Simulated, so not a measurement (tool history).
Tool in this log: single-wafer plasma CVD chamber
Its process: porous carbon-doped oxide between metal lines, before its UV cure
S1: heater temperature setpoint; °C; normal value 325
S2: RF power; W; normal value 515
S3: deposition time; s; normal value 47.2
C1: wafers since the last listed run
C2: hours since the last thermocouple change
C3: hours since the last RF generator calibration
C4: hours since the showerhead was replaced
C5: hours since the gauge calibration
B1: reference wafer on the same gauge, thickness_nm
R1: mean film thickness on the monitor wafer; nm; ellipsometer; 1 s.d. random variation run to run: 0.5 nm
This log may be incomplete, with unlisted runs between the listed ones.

run,hour,S1,S2,S3,C1,C2,C3,C4,C5,B1,R1
1,0,325,515,51.3,0,2035.1,861.4,3952.1,190.3,180.977,235.455
2,31,325,515,51.3,408,2066.1,892.4,3983.1,221.3,181.032,235.837
3,63,325,515,47.2,421,2098.1,924.4,4015.1,253.3,181.052,216.973
4,82.3,325,515,47.2,254,2117.4,943.7,4034.4,272.6,180.991,216.373
5,104.4,325,515,47.2,291,2139.5,965.8,4056.5,294.7,180.905,216.852
6,119.9,325,515,47.2,204,2155,981.3,4072,310.2,181.087,217.747
7,141.2,325,515,47.2,280,2176.3,1002.6,4093.3,331.5,180.914,216.645
8,160.6,325,485,42.3,255,2195.7,1022,4112.7,350.9,180.956,188.267
9,188.8,325,485,42.3,371,2223.9,1050.2,4140.9,379.1,181.056,189.378
10,201.2,325,515,47.2,163,2236.3,1062.6,4153.3,391.5,180.994,216.748
11,215.9,321,515,47.2,193,2251,1077.3,4168,406.2,180.935,220.69
12,251.2,321,515,47.2,465,2286.3,1112.6,4203.3,441.5,181.064,221.01
13,286,322,445,47.2,458,2321.1,1147.4,4238.1,476.3,181.11,203.009
# hour 302.4: gauge calibrated
14,313.5,322,445,47.2,362,2348.6,1174.9,4265.6,11.1,181.062,203.948
15,333.8,325,515,47.2,267,2368.9,1195.2,4285.9,31.4,180.862,217.33
# hour 360.6: RF generator calibrated
16,361.1,325,515,52.1,254,2396.2,0.5,4313.2,58.7,181.026,239.66
17,374.1,325,515,47.2,171,2409.2,13.5,4326.2,71.7,180.909,217.295

Run 18 has not been measured yet. What should we expect?
# hour 395.7: thermocouple changed; heater temperature recalibrated
18,396.2,325,515,47.2,185,0.5,35.6,4348.3,93.8,?,?

{"run 18": {"B1": 181.082, "R1": 224.84}}
Without the tool's hidden state the same run would have given R1 224.908 nm.

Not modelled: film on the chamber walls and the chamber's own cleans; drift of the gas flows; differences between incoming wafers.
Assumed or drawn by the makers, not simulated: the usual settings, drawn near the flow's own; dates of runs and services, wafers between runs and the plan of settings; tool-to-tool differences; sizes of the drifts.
